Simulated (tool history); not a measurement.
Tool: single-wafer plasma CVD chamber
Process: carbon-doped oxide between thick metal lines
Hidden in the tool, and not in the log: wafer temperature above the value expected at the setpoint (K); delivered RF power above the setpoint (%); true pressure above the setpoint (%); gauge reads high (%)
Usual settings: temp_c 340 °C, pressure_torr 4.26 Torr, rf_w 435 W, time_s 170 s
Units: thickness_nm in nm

run	day	temp_c	pressure_torr	rf_w	time_s	wafers since the last listed run	hours since the last thermocouple change	hours since the last RF generator calibration	hours since the last manometer calibration	hours since the showerhead was replaced	hours since the gauge calibration	read-back reference wafer on the same gauge, thickness_nm	thickness_nm
1	0.000	340	4.26	435	170	0	2695.0	2168.3	1521.4	2832.3	144.1	824.278	790.057
# day 0.467: gauge calibrated
2	1.646	340	4.26	435	170	508	2734.5	2207.8	1560.9	2871.8	28.3	825.146	793.206
3	2.112	340	3.60	435	170	144	2745.7	2219.0	1572.1	2883.0	39.5	823.292	774.131
4	2.858	340	3.60	435	170	230	2763.6	2236.9	1590.0	2900.9	57.4	825.523	773.377
5	3.267	340	5.09	435	194	126	2773.4	2246.7	1599.8	2910.7	67.2	823.316	942.197
6	3.908	340	5.09	435	194	198	2788.8	2262.1	1615.2	2926.1	82.6	823.393	933.346
# day 4.242: thermocouple changed; heater temperature recalibrated
7	4.500	340	4.26	435	170	79	6.2	2276.3	1629.4	2940.3	96.8	824.081	797.457
# day 4.946: RF generator calibrated
# day 5.967: gauge calibrated
# day 5.979: capacitance manometer re-zeroed and calibrated
8	6.129	340	4.26	435	188	297	45.3	28.4	3.6	2979.4	3.9	822.827	881.121
# day 6.638: showerhead replaced
9	6.658	340	4.26	490	201	60	58.0	41.1	16.3	0.5	16.6	825.550	972.407
10	6.917	335	3.75	435	170	79	64.2	47.3	22.5	6.7	22.8	823.677	794.609
11	7.312	340	4.26	435	170	122	73.7	56.8	32.0	16.2	32.3	823.522	797.320
12	8.046	326	3.54	480	188	226	91.3	74.4	49.6	33.8	49.9	823.930	929.671
13	8.562	340	4.26	435	170	159	103.7	86.8	62.0	46.2	62.3	822.978	797.667
14	8.883	340	4.26	435	170	99	111.4	94.5	69.7	53.9	70.0	824.532	791.083
15	9.162	351	4.26	470	170	86	118.1	101.2	76.4	60.6	76.7	823.800	796.512

Forecast each of these 4 alternatives for the next run:
A	9.179	340	4.26	435	198	5	118.5	101.6	76.8	61.0	77.1	?	?
B	9.179	332	3.84	410	192	5	118.5	101.6	76.8	61.0	77.1	?	?
C	9.179	340	4.26	460	195	5	118.5	101.6	76.8	61.0	77.1	?	?
D	9.179	331	4.26	485	170	5	118.5	101.6	76.8	61.0	77.1	?	?

run	read-back reference wafer on the same gauge, thickness_nm	thickness_nm
A	824.395	925.844
B	824.395	885.238
C	824.395	930.937
D	824.395	851.422
Without the tool's hidden state the same runs would have given:
run	thickness_nm
A	925.844
B	885.238
C	930.937
D	851.422
